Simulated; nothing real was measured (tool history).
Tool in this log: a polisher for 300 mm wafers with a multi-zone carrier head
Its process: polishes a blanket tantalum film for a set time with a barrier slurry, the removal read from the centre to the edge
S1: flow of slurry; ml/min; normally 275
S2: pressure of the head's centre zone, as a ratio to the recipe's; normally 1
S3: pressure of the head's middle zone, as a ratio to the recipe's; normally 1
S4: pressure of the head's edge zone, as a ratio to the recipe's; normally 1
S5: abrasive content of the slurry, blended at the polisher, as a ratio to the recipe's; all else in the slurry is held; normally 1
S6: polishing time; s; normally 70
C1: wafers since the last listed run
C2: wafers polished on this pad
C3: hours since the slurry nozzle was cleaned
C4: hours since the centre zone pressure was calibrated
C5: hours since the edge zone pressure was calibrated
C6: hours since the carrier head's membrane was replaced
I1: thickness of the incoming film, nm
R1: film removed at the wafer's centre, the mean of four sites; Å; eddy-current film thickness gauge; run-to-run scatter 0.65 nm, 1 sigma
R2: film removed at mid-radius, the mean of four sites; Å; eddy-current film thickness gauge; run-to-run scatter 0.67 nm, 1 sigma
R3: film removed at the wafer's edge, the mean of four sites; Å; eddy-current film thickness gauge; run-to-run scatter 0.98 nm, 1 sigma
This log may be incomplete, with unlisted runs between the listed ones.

run 1 hour=0 | S1=275 S2=1 S3=1 S4=1 S5=1 S6=53 | C1=0 C2=4210 C3=470.4 C4=483 C5=365.4 C6=531.3 | I1=361.6 | R1=623 R2=631 R3=635
-- hour=33.9 centre zone pressure recalibrated
run 2 hour=44.3 | S1=185 S2=1 S3=1 S4=1 S5=1 S6=54 | C1=459 C2=4669 C3=514.7 C4=10.4 C5=409.7 C6=575.6 | I1=365.7 | R1=618 R2=626 R3=622
-- hour=62.5 slurry nozzle cleaned
run 3 hour=91.5 | S1=330 S2=1 S3=1.05 S4=1 S5=0.8 S6=52 | C1=501 C2=5171 C3=29 C4=57.6 C5=456.9 C6=622.8 | I1=358.6 | R1=537 R2=565 R3=537
run 4 hour=150.6 | S1=275 S2=1.05 S3=1 S4=1 S5=1 S6=70 | C1=641 C2=5813 C3=88.1 C4=116.7 C5=516 C6=681.9 | I1=359.9 | R1=861 R2=797 R3=826
-- hour=210 worn pad replaced by a new one
run 5 hour=249.7 | S1=275 S2=1 S3=1 S4=1 S5=1 S6=70 | C1=1032 C2=430 C3=187.2 C4=215.8 C5=615.1 C6=781 | I1=361.4 | R1=847 R2=852 R3=874
run 6 hour=322.2 | S1=360 S2=1.05 S3=1 S4=1 S5=1.15 S6=70 | C1=786 C2=1217 C3=259.7 C4=288.3 C5=687.6 C6=853.5 | I1=357.6 | R1=963 R2=924 R3=917
run 7 hour=423.1 | S1=275 S2=1 S3=1 S4=1 S5=1 S6=70 | C1=1095 C2=2313 C3=360.6 C4=389.2 C5=788.5 C6=954.4 | I1=360 | R1=849 R2=836 R3=862
run 8 hour=485.5 | S1=275 S2=1 S3=1 S4=0.95 S5=1 S6=46 | C1=677 C2=2990 C3=423 C4=451.6 C5=850.9 C6=1016.8 | I1=365.5 | R1=557 R2=541 R3=544
run 9 hour=578.4 | S1=315 S2=1 S3=1 S4=0.93 S5=1 S6=79 | C1=1008 C2=3998 C3=515.9 C4=544.5 C5=943.8 C6=1109.7 | I1=361.4 | R1=948 R2=947 R3=913
run 10 hour=652.7 | S1=305 S2=1 S3=1 S4=1 S5=1.2 S6=70 | C1=806 C2=4805 C3=590.2 C4=618.8 C5=1018.1 C6=1184 | I1=362.8 | R1=898 R2=898 R3=903
-- hour=678.1 centre zone pressure recalibrated
-- hour=707.4 slurry nozzle cleaned
run 11 hour=749.9 | S1=275 S2=1 S3=1 S4=1 S5=1 S6=70 | C1=1022 C2=5827 C3=42.5 C4=71.8 C5=1115.3 C6=1281.2 | I1=365.8 | R1=812 R2=807 R3=835
-- hour=789.4 carrier head's membrane replaced by a new one
run 12 hour=811 | S1=275 S2=1.04 S3=1 S4=1 S5=1 S6=62 | C1=608 C2=6436 C3=103.6 C4=132.9 C5=1176.4 C6=21.6 | I1=363.8 | R1=748 R2=717 R3=723
-- hour=843.4 worn pad replaced by a new one
-- hour=877.4 edge zone pressure recalibrated
run 13 hour=1133.1 | S1=275 S2=1 S3=1 S4=1 S5=1 S6=70 | C1=3431 C2=3123 C3=425.7 C4=455 C5=255.7 C6=343.7 | I1=361.5 | R1=843 R2=833 R3=853
run 14 hour=1188.8 | S1=275 S2=1 S3=1.06 S4=1 S5=1 S6=70 | C1=604 C2=3727 C3=481.4 C4=510.7 C5=311.4 C6=399.4 | I1=361.1 | R1=832 R2=881 R3=847
run 15 hour=1258.9 | S1=275 S2=1 S3=1 S4=1 S5=1 S6=60 | C1=760 C2=4488 C3=551.5 C4=580.8 C5=381.5 C6=469.5 | I1=354.8 | R1=709 R2=708 R3=701
-- hour=1339.3 centre zone pressure recalibrated
run 16 hour=1348 | S1=275 S2=1 S3=1 S4=1 S5=1 S6=70 | C1=945 C2=5434 C3=640.6 C4=8.7 C5=470.6 C6=558.6 | I1=355.5 | R1=818 R2=821 R3=834
-- hour=1391 slurry nozzle cleaned
-- hour=1415.8 worn pad replaced by a new one
run 17 hour=1416.5 | S1=275 S2=1 S3=0.92 S4=1.09 S5=1.15 S6=70 | C1=689 C2=7 C3=25.5 C4=77.2 C5=539.1 C6=627.1 | I1=362.2 | R1=911 R2=849 R3=965
run 18 hour=1452.7 | S1=275 S2=1 S3=1 S4=1.08 S5=1 S6=70 | C1=392 C2=400 C3=61.7 C4=113.4 C5=575.3 C6=663.3 | I1=357 | R1=855 R2=850 R3=902
run 19 hour=1514.6 | S1=275 S2=0.9 S3=1 S4=1.04 S5=1 S6=53 | C1=671 C2=1072 C3=123.6 C4=175.3 C5=637.2 C6=725.2 | I1=354.8 | R1=581 R2=642 R3=666
run 20 hour=1560.7 | S1=275 S2=1 S3=1 S4=1 S5=0.85 S6=70 | C1=500 C2=1573 C3=169.7 C4=221.4 C5=683.3 C6=771.3 | I1=364.7 | R1=775 R2=771 R3=787

Here are 5 independent what-if runs from the current tool condition. What would each one return?
run A hour=1561.1 | S1=275 S2=1 S3=1 S4=1 S5=1 S6=70 | C1=4 C2=1577 C3=170.1 C4=221.8 C5=683.7 C6=771.7 | I1=364.1 | R1=? R2=? R3=?
run B hour=1561.1 | S1=305 S2=1.04 S3=1 S4=1 S5=1 S6=70 | C1=4 C2=1577 C3=170.1 C4=221.8 C5=683.7 C6=771.7 | I1=364.1 | R1=? R2=? R3=?
run C hour=1561.1 | S1=275 S2=0.91 S3=1 S4=1.12 S5=1 S6=63 | C1=4 C2=1577 C3=170.1 C4=221.8 C5=683.7 C6=771.7 | I1=364.1 | R1=? R2=? R3=?
run D hour=1561.1 | S1=310 S2=1 S3=1 S4=0.93 S5=1 S6=70 | C1=4 C2=1577 C3=170.1 C4=221.8 C5=683.7 C6=771.7 | I1=364.1 | R1=? R2=? R3=?
run E hour=1561.1 | S1=350 S2=1 S3=0.96 S4=1 S5=1.1 S6=61 | C1=4 C2=1577 C3=170.1 C4=221.8 C5=683.7 C6=771.7 | I1=364.1 | R1=? R2=? R3=?

run=A R1=846 R2=851 R3=856
run=B R1=886 R2=857 R3=860
run=C R1=692 R2=766 R3=810
run=D R1=853 R2=858 R3=835
run=E R1=781 R2=758 R3=787
With no hidden state in the tool, these same runs would have given:
run=A R1=862 R2=868 R3=873
run=B R1=904 R2=874 R3=877
run=C R1=706 R2=781 R3=826
run=D R1=870 R2=875 R3=852
run=E R1=796 R2=773 R3=802
